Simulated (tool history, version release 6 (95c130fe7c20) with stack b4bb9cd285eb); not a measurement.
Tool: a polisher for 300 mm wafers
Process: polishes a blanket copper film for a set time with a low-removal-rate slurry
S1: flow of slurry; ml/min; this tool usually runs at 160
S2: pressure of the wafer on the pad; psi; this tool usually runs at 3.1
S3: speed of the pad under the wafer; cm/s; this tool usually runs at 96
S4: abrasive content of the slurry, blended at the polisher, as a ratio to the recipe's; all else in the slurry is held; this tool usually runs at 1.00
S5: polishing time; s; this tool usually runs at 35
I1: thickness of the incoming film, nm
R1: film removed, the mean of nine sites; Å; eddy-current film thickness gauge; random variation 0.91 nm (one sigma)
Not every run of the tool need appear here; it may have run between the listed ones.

run,hour,S1,S2,S3,S4,S5,I1,R1
1,0.0,140,3.1,96,1.00,38,938.9,1017
2,8.9,140,3.1,96,1.00,38,951.7,1011
3,18.1,140,3.1,96,1.00,38,939.7,1011
# hour 25.3: slurry blender recalibrated
4,31.7,160,3.1,96,1.00,35,940.5,936
# hour 42.5: worn pad replaced by a new one
5,48.8,160,3.1,96,1.00,35,950.7,956
6,64.4,160,3.1,96,1.00,35,942.1,956
7,73.7,160,3.1,96,1.00,35,951.1,947
8,83.1,160,3.1,96,1.00,35,956.0,951
9,96.8,160,3.1,96,1.00,35,946.7,945
# hour 115.6: head pressure recalibrated
10,116.1,160,3.1,96,1.00,35,951.0,1087
11,123.1,160,3.1,96,1.00,35,953.9,1092
12,139.2,160,3.1,96,1.00,35,928.7,1082
13,152.2,160,3.1,96,1.00,35,942.9,1089
14,160.6,160,3.7,72,1.00,35,923.9,978
# hour 163.8: slurry blender recalibrated
# hour 165.9: worn pad replaced by a new one
15,173.6,160,3.1,96,1.00,35,943.5,1090
16,184.5,160,3.1,96,1.00,35,949.9,1083
17,200.0,160,2.8,96,0.75,44,940.6,1147
18,215.9,160,3.1,88,1.00,35,949.1,1006
19,223.4,160,3.4,96,0.90,35,939.3,1140
# hour 239.9: slurry nozzle cleaned
20,240.4,160,3.1,66,1.00,35,953.3,743
21,257.3,160,3.1,96,1.00,35,949.3,1078
22,265.8,160,2.0,96,0.70,35,933.9,640
23,272.6,140,3.1,96,1.00,38,936.0,1134
# hour 283.5: worn pad replaced by a new one
24,284.0,160,3.1,96,0.75,35,934.4,996
25,299.6,160,3.1,76,1.00,35,924.2,850
26,313.9,160,3.1,96,1.00,46,932.3,1389
27,321.9,160,3.1,76,1.30,35,938.6,910

Branching from run 27: 4 alternative next runs. What would each branch give?
A,322.3,160,3.1,96,1.00,35,938.5,?
B,322.3,160,3.9,106,1.00,28,938.5,?
C,322.3,160,3.1,96,1.10,35,938.5,?
D,322.3,160,3.6,96,1.30,35,938.5,?

run,R1
A,1080
B,1200
C,1107
D,1342
Without the tool's hidden state the same runs would have given:
run,R1
A,1100
B,1223
C,1128
D,1368
